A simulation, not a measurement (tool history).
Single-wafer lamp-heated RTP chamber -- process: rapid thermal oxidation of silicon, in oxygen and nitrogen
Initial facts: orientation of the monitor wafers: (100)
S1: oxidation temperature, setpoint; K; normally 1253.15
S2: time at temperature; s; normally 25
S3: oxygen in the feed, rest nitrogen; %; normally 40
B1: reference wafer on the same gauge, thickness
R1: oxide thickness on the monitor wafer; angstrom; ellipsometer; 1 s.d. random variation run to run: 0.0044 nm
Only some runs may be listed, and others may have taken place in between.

run,hour,S1,S2,S3,B1,R1
1,0.0,1253.15,33,40,3.401,32.30
# hour 8.2: pyrometer window cleaned and pyrometer calibrated
2,18.3,1253.15,33,40,3.399,31.90
3,40.4,1253.15,33,40,3.400,32.07
4,70.9,1233.15,25,40,3.399,27.10
5,91.3,1233.15,25,40,3.400,27.16
6,125.3,1233.15,25,40,3.400,27.23
7,154.1,1261.15,25,40,3.400,30.76
8,170.1,1261.15,25,40,3.399,30.84
9,184.1,1261.15,25,40,3.400,30.83
10,210.7,1253.15,25,40,3.401,29.63
11,227.7,1253.15,25,40,3.400,29.70
12,244.9,1253.15,25,40,3.401,29.66
13,273.2,1253.15,25,40,3.400,29.71
14,285.7,1267.15,25,40,3.399,31.84
15,300.5,1267.15,25,40,3.400,31.80
# hour 327.9: pyrometer window cleaned and pyrometer calibrated
16,333.2,1267.15,25,40,3.400,31.52
17,349.4,1235.15,25,40,3.399,27.27
18,370.4,1253.15,17,40,3.400,26.77
# hour 386.4: oxygen flow controller replaced
19,403.2,1268.15,20,40,3.399,29.68
20,433.3,1253.15,25,40,3.400,29.52
21,449.9,1253.15,25,40,3.400,29.57
22,472.2,1275.15,13,22,3.401,24.80
23,487.4,1253.15,36,40,3.401,33.15
24,521.6,1253.15,25,40,3.400,29.71
# hour 526.8: gauge calibrated
25,546.7,1236.15,35,31,3.399,28.73
26,567.1,1253.15,34,18,3.401,27.72
27,597.7,1279.15,21,40,3.401,32.03
28,618.8,1232.15,33,40,3.401,29.14
# hour 635.9: pyrometer window cleaned and pyrometer calibrated
29,637.1,1253.15,16,40,3.400,26.20
30,670.5,1225.15,14,27,3.399,22.67

Forecast run 31:
31,701.2,1253.15,25,63,?,?

B1: 3.399
R1: 32.79 angstrom
If the tool had no hidden condition, the same run with the same run-to-run variation would have returned R1 32.55 angstrom.
